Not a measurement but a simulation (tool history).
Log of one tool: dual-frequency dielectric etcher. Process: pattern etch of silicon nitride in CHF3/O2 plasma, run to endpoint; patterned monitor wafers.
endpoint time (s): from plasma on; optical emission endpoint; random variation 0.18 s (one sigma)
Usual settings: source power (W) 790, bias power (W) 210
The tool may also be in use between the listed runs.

run	hour	source power (W)	bias power (W)	wafers since the last listed run	hours since the last wet clean	hours since the last source power generator calibration	hours since the last bias power generator calibration	hours since the last upper electrode change	incoming incoming film thickness, nm	endpoint time (s)
1	0.0	790	191	0	175.2	2309.2	2031.0	4238.5	77.5	45.0
2	14.1	790	210	137	189.3	2323.3	2045.1	4252.6	78.5	43.9
3	27.4	790	210	129	202.6	2336.6	2058.4	4265.9	77.8	43.5
4	41.6	790	210	138	216.8	2350.8	2072.6	4280.1	78.4	43.3
5	59.4	790	210	173	234.6	2368.6	2090.4	4297.9	78.0	43.7
6	71.6	790	210	118	246.8	2380.8	2102.6	4310.1	77.9	43.6
7	78.3	790	210	65	253.5	2387.5	2109.3	4316.8	78.3	43.7
8	95.6	790	210	168	270.8	2404.8	2126.6	4334.1	78.6	43.8
9	102.5	790	210	67	277.7	2411.7	2133.5	4341.0	77.7	43.6
10	109.3	790	178	66	284.5	2418.5	2140.3	4347.8	78.7	47.1
11	115.8	790	178	63	291.0	2425.0	2146.8	4354.3	77.8	46.5
# hour 140.2: upper electrode replaced
12	140.7	790	178	8	315.9	2449.9	2171.7	0.5	78.4	46.8
13	141.0	730	210	2	316.2	2450.2	2172.0	0.8	77.7	45.1
14	149.1	730	210	78	324.3	2458.3	2180.1	8.9	78.6	45.0
# hour 155.3: bias power generator calibrated
# hour 187.9: wet clean of the chamber
15	188.4	850	240	110	0.5	2497.6	33.1	48.2	77.3	39.7
16	192.3	790	210	37	4.4	2501.5	37.0	52.1	79.2	44.4
# hour 203.3: source power generator calibrated
17	207.8	790	210	111	19.9	4.5	52.5	67.6	78.6	44.0
18	216.0	990	210	79	28.1	12.7	60.7	75.8	78.4	39.7
19	224.4	980	167	81	36.5	21.1	69.1	84.2	77.5	43.6
20	230.9	630	258	63	43.0	27.6	75.6	90.7	79.1	44.1
21	244.7	790	210	134	56.8	41.4	89.4	104.5	78.3	43.9
22	253.2	790	210	82	65.3	49.9	97.9	113.0	78.1	43.7
23	265.7	870	226	121	77.8	62.4	110.4	125.5	79.0	41.2
24	274.2	790	249	82	86.3	70.9	118.9	134.0	78.9	41.2
25	280.8	790	210	64	92.9	77.5	125.5	140.6	77.8	43.5
26	323.1	700	210	411	135.2	119.8	167.8	182.9	78.6	46.1
27	334.6	790	194	111	146.7	131.3	179.3	194.4	78.6	45.2
28	343.2	850	161	83	155.3	139.9	187.9	203.0	76.7	46.5
29	359.6	940	175	159	171.7	156.3	204.3	219.4	78.9	44.5
30	374.7	790	210	146	186.8	171.4	219.4	234.5	78.8	44.1
31	385.3	950	232	103	197.4	182.0	230.0	245.1	78.2	39.0
32	397.6	990	164	119	209.7	194.3	242.3	257.4	78.7	44.9
33	403.9	900	189	61	216.0	200.6	248.6	263.7	78.8	43.4
34	441.3	600	173	364	253.4	238.0	286.0	301.1	77.9	53.3

Hidden state at the last listed run before each entry between runs and at the first one after, where it differs:
Between runs 11 and 12: upper electrode replaced (hour 140.2)
  no hidden state differs between the two runs
Between runs 14 and 15: bias power generator calibrated (hour 155.3); wet clean of the chamber (hour 187.9)
  no hidden state differs between the two runs
Between runs 16 and 17: source power generator calibrated (hour 203.3)
  no hidden state differs between the two runs
